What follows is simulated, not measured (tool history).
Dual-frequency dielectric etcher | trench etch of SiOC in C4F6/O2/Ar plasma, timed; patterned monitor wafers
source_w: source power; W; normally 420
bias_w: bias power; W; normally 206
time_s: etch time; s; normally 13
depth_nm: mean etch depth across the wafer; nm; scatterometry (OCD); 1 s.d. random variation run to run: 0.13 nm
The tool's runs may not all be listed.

run,hour,source_w,bias_w,time_s,wafers since the last listed run,hours since the last wet clean,hours since the last source power generator calibration,hours since the last bias power generator calibration,hours since the last upper electrode change,hours since the gauge calibration,"read-back reference wafer on the same gauge, depth_nm",depth_nm
1,0,420,206,13,0,216.9,3735.6,3800.1,3457.2,219.6,24.76,27.24
2,27.7,420,206,13,402,244.6,3763.3,3827.8,3484.9,247.3,24.65,27.26
3,51.4,420,206,13,344,268.3,3787,3851.5,3508.6,271,24.69,27.1
4,81.6,420,206,13,439,298.5,3817.2,3881.7,3538.8,301.2,24.63,27.09
# hour 116.2: source power generator calibrated
5,116.7,420,206,13,452,333.6,0.5,3916.8,3573.9,336.3,24.62,26.85
6,140.6,420,206,13,347,357.5,24.4,3940.7,3597.8,360.2,24.49,27.05
7,165.7,420,206,13,364,382.6,49.5,3965.8,3622.9,385.3,24.51,27.18
8,178.3,350,220,9,183,395.2,62.1,3978.4,3635.5,397.9,24.45,17.88
# hour 212.4: upper electrode replaced
9,212.9,450,175,16,154,429.8,96.7,4013,0.5,432.5,24.35,32.63
10,224.2,420,206,13,164,441.1,108,4024.3,11.8,443.8,24.34,26.88
# hour 227.3: gauge calibrated
# hour 264.1: bias power generator calibrated
# hour 267.9: wet clean of the chamber
11,268.4,420,165,13,529,0.5,152.2,4.3,56,41.1,24.86,25.89
12,286.3,420,178,11,260,18.4,170.1,22.2,73.9,59,24.91,22.29
13,314.2,420,225,14.5,405,46.3,198,50.1,101.8,86.9,24.9,31.44
14,336.1,510,193,13,318,68.2,219.9,72,123.7,108.8,24.88,29.05
15,355.6,420,206,13,283,87.7,239.4,91.5,143.2,128.3,24.84,27.41

Branching from run 15: 3 alternative next runs. What would each branch give?
A,356,420,206,16,5,88.1,239.8,91.9,143.6,128.7,?,?
B,356,470,206,13,5,88.1,239.8,91.9,143.6,128.7,?,?
C,356,510,236,10,5,88.1,239.8,91.9,143.6,128.7,?,?

run,"read-back reference wafer on the same gauge, depth_nm",depth_nm
A,24.85,33.58
B,24.85,28.49
C,24.85,23.47
What these runs would have given with no unlogged condition in the tool:
run,depth_nm
A,33.64
B,28.54
C,23.51
